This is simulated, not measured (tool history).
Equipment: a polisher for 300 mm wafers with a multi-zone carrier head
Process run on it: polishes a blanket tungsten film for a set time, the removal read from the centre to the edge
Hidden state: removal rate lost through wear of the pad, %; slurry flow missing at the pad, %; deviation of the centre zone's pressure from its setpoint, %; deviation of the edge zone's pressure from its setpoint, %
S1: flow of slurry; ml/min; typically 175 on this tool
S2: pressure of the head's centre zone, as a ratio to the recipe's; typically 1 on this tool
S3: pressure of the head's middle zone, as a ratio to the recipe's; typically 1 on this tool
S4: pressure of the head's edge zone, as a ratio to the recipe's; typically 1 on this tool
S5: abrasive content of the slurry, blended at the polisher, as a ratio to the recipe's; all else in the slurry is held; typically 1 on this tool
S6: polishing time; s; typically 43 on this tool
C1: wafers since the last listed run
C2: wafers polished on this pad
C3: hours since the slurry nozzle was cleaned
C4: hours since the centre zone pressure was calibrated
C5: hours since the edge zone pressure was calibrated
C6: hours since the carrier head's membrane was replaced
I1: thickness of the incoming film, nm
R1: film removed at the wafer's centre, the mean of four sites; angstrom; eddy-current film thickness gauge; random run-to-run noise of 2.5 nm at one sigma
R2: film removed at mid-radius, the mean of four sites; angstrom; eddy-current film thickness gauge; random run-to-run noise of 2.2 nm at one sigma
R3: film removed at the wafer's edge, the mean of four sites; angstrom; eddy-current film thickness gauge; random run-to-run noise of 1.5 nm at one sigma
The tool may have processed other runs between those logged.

run 1 hour=0 | S1=175 S2=1 S3=1 S4=1 S5=1 S6=43 | C1=0 C2=952 C3=261.6 C4=722.8 C5=370 C6=497.4 | I1=680.7 | R1=1888 R2=2010 R3=2072
-- hour=2.1 edge zone pressure recalibrated
-- hour=36.1 slurry nozzle cleaned
run 2 hour=69.7 | S1=175 S2=1 S3=1 S4=1 S5=1 S6=43 | C1=880 C2=1833 C3=33.6 C4=792.5 C5=67.6 C6=567.1 | I1=658.5 | R1=2007 R2=2069 R3=2077
run 3 hour=138.1 | S1=175 S2=1 S3=1 S4=1 S5=1 S6=43 | C1=903 C2=2736 C3=102 C4=860.9 C5=136 C6=635.5 | I1=676.2 | R1=1921 R2=1978 R3=2010
-- hour=168.9 worn pad replaced by a new one
run 4 hour=188.6 | S1=175 S2=1 S3=1 S4=0.94 S5=1 S6=49 | C1=614 C2=260 C3=152.5 C4=911.4 C5=186.5 C6=686 | I1=678 | R1=2296 R2=2343 R3=2375
run 5 hour=254.9 | S1=130 S2=1 S3=1 S4=1 S5=1 S6=43 | C1=875 C2=1135 C3=218.8 C4=977.7 C5=252.8 C6=752.3 | I1=675.5 | R1=1871 R2=1958 R3=2009
run 6 hour=302.7 | S1=175 S2=1 S3=1 S4=1 S5=1 S6=43 | C1=631 C2=1766 C3=266.6 C4=1025.5 C5=300.6 C6=800.1 | I1=668.8 | R1=1888 R2=1965 R3=2002
-- hour=312.4 slurry nozzle cleaned
run 7 hour=330.4 | S1=175 S2=1 S3=1 S4=1 S5=1 S6=43 | C1=352 C2=2119 C3=18 C4=1053.2 C5=328.3 C6=827.8 | I1=681.7 | R1=2009 R2=2054 R3=2080
-- hour=366 worn pad replaced by a new one
run 8 hour=393.3 | S1=175 S2=1 S3=1 S4=1 S5=1 S6=43 | C1=777 C2=359 C3=80.9 C4=1116.1 C5=391.2 C6=890.7 | I1=682.6 | R1=2018 R2=2133 R3=2144
-- hour=397.8 edge zone pressure recalibrated
run 9 hour=440.6 | S1=175 S2=1.03 S3=1 S4=1 S5=1 S6=43 | C1=598 C2=958 C3=128.2 C4=1163.4 C5=42.8 C6=938 | I1=662.4 | R1=2063 R2=2051 R3=2103
run 10 hour=467.1 | S1=175 S2=1 S3=1 S4=1 S5=1.2 S6=43 | C1=349 C2=1308 C3=154.7 C4=1189.9 C5=69.3 C6=964.5 | I1=669.4 | R1=2085 R2=2088 R3=2172
-- hour=500.6 centre zone pressure recalibrated
-- hour=555.6 worn pad replaced by a new one
-- hour=574 slurry nozzle cleaned
-- hour=656.5 carrier head's membrane replaced by a new one
run 11 hour=661.4 | S1=175 S2=1.03 S3=1 S4=1 S5=1 S6=43 | C1=2407 C2=1317 C3=87.4 C4=160.8 C5=263.6 C6=4.9 | I1=683.8 | R1=2087 R2=2088 R3=2112
run 12 hour=723.5 | S1=175 S2=1 S3=1.09 S4=1 S5=0.8 S6=43 | C1=819 C2=2137 C3=149.5 C4=222.9 C5=325.7 C6=67 | I1=672.4 | R1=1824 R2=2047 R3=1934
-- hour=753.7 edge zone pressure recalibrated
-- hour=788.5 worn pad replaced by a new one
run 13 hour=794.6 | S1=175 S2=1 S3=1 S4=1 S5=1.2 S6=43 | C1=859 C2=80 C3=220.6 C4=294 C5=40.9 C6=138.1 | I1=675.3 | R1=2092 R2=2124 R3=2209
-- hour=827.2 slurry nozzle cleaned
run 14 hour=845.3 | S1=195 S2=1 S3=1 S4=1 S5=1 S6=43 | C1=656 C2=737 C3=18.1 C4=344.7 C5=91.6 C6=188.8 | I1=669.4 | R1=2123 R2=2148 R3=2174
run 15 hour=875.9 | S1=195 S2=0.93 S3=1.05 S4=1 S5=1 S6=43 | C1=404 C2=1141 C3=48.7 C4=375.3 C5=122.2 C6=219.4 | I1=669.5 | R1=1950 R2=2223 R3=2155
run 16 hour=914.7 | S1=175 S2=1.08 S3=1 S4=1 S5=1 S6=43 | C1=512 C2=1653 C3=87.5 C4=414.1 C5=161 C6=258.2 | I1=668.9 | R1=2157 R2=2030 R3=2085
run 17 hour=979.3 | S1=175 S2=1.1 S3=1.07 S4=1.12 S5=1 S6=56 | C1=853 C2=2506 C3=152.1 C4=478.7 C5=225.6 C6=322.8 | I1=679.7 | R1=2762 R2=2751 R3=2793
-- hour=1028.8 worn pad replaced by a new one
run 18 hour=1031.8 | S1=225 S2=1 S3=1 S4=1 S5=1 S6=32 | C1=640 C2=39 C3=204.6 C4=531.2 C5=278.1 C6=375.3 | I1=667 | R1=1563 R2=1610 R3=1612
run 19 hour=1086.9 | S1=175 S2=1 S3=1 S4=1.04 S5=1 S6=43 | C1=727 C2=766 C3=259.7 C4=586.3 C5=333.2 C6=430.4 | I1=664.4 | R1=1961 R2=2023 R3=2103

Take each entry between the runs: how does the hidden state at the last listed run before it differ from the hidden state at the first listed run after it?
Runs 1 to 2: edge zone pressure recalibrated (hour 2.1); slurry nozzle cleaned (hour 36.1)
  removal rate lost through wear of the pad, %: 2.87 -> 5.1; slurry flow missing at the pad, %: 38.9 -> 7.76
  difference, measured minus the result without the unlogged condition, R1: -201 -> -131 angstrom; R2: -196 -> -133 angstrom; R3: -162 -> -128 angstrom
Runs 3 to 4: worn pad replaced by a new one (hour 168.9)
  removal rate lost through wear of the pad, %: 7.28 -> 0.935; slurry flow missing at the pad, %: 17.4 -> 24.5
  difference, measured minus the result without the unlogged condition, R1: -207 -> -115 angstrom; R2: -206 -> -106 angstrom; R3: -196 -> -85 angstrom
Runs 6 to 7: slurry nozzle cleaned (hour 312.4)
  removal rate lost through wear of the pad, %: 4.58 -> 5.46; slurry flow missing at the pad, %: 40.5 -> 5.45
  difference, measured minus the result without the unlogged condition, R1: -247 -> -132 angstrom; R2: -239 -> -133 angstrom; R3: -201 -> -131 angstrom
Runs 7 to 8: worn pad replaced by a new one (hour 366)
  removal rate lost through wear of the pad, %: 5.46 -> 1.39; slurry flow missing at the pad, %: 5.45 -> 14.3
  difference, measured minus the result without the unlogged condition, R1: -132 -> -72 angstrom; R2: -133 -> -72 angstrom; R3: -131 -> -61 angstrom
Runs 8 to 9: edge zone pressure recalibrated (hour 397.8)
  removal rate lost through wear of the pad, %: 1.39 -> 2.9; slurry flow missing at the pad, %: 14.3 -> 20.9
  difference, measured minus the result without the unlogged condition, R1: -72 -> -132 angstrom; R2: -72 -> -124 angstrom; R3: -61 -> -110 angstrom
Runs 10 to 11: centre zone pressure recalibrated (hour 500.6); worn pad replaced by a new one (hour 555.6); slurry nozzle cleaned (hour 574); carrier head's membrane replaced by a new one (hour 656.5)
  removal rate lost through wear of the pad, %: 3.75 -> 3.39; slurry flow missing at the pad, %: 24.7 -> 18.1
  difference, measured minus the result without the unlogged condition, R1: -169 -> -133 angstrom; R2: -160 -> -128 angstrom; R3: -143 -> -114 angstrom
Runs 12 to 13: edge zone pressure recalibrated (hour 753.7); worn pad replaced by a new one (hour 788.5)
  removal rate lost through wear of the pad, %: 5.37 -> 0.487; slurry flow missing at the pad, %: 26.8 -> 36.8
  difference, measured minus the result without the unlogged condition, R1: -191 -> -155 angstrom; R2: -203 -> -140 angstrom; R3: -169 -> -108 angstrom
Runs 13 to 14: slurry nozzle cleaned (hour 827.2)
  removal rate lost through wear of the pad, %: 0.487 -> 2.1; slurry flow missing at the pad, %: 36.8 -> 3.91
  difference, measured minus the result without the unlogged condition, R1: -155 -> -57 angstrom; R2: -140 -> -56 angstrom; R3: -108 -> -54 angstrom
Runs 17 to 18: worn pad replaced by a new one (hour 1028.8)
  removal rate lost through wear of the pad, %: 6.38 -> 0.393; slurry flow missing at the pad, %: 22.7 -> 30.1
  difference, measured minus the result without the unlogged condition, R1: -297 -> -74 angstrom; R2: -284 -> -69 angstrom; R3: -262 -> -52 angstrom

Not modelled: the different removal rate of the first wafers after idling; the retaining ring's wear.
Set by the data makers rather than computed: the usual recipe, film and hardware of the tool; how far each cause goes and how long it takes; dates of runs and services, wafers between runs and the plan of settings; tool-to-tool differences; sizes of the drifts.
